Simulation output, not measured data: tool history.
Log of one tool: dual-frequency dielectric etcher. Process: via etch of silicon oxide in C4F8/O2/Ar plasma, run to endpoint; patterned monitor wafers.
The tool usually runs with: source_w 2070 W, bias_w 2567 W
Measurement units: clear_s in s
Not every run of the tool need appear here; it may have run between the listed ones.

run	hour	source_w	bias_w	incoming incoming film thickness, nm	clear_s
1	0.0	2070	2943	1492.3	259.5
2	36.7	2070	2943	1496.9	256.1
3	108.4	2070	2943	1479.3	253.1
# hour 209.7: wet clean of the chamber
# hour 401.6: upper electrode replaced
4	402.1	2070	2567	1489.2	262.5
# hour 451.5: source power generator calibrated
5	481.6	2070	2811	1487.7	255.9
6	554.1	2070	2567	1493.6	262.8
7	610.1	2070	2567	1485.4	261.8
# hour 668.2: wet clean of the chamber
8	677.3	2070	2943	1466.5	250.6
9	746.8	1610	2254	1481.9	296.4
10	829.1	2070	2567	1492.5	262.8
11	875.4	2070	2567	1493.5	264.3
# hour 971.9: bias power generator calibrated
12	978.5	2070	2296	1473.6	265.5
# hour 1024.7: wet clean of the chamber
13	1078.3	1680	2322	1498.0	292.7
14	1153.2	2210	2110	1475.8	263.0
15	1251.2	1630	3001	1477.0	276.9

What if the next run were any one of these 4? Each begins from the tool's condition after run 15:
A	1251.7	2070	2567	1491.5	?
B	1251.7	1670	2962	1491.5	?
C	1251.7	1780	3056	1491.5	?
D	1251.7	2570	2819	1491.5	?

run	clear_s
A	260.8
B	275.7
C	266.9
D	234.5
With the hidden condition removed and each run's random variation left untouched, the same runs would have given:
run	clear_s
A	260.8
B	275.7
C	266.9
D	234.5
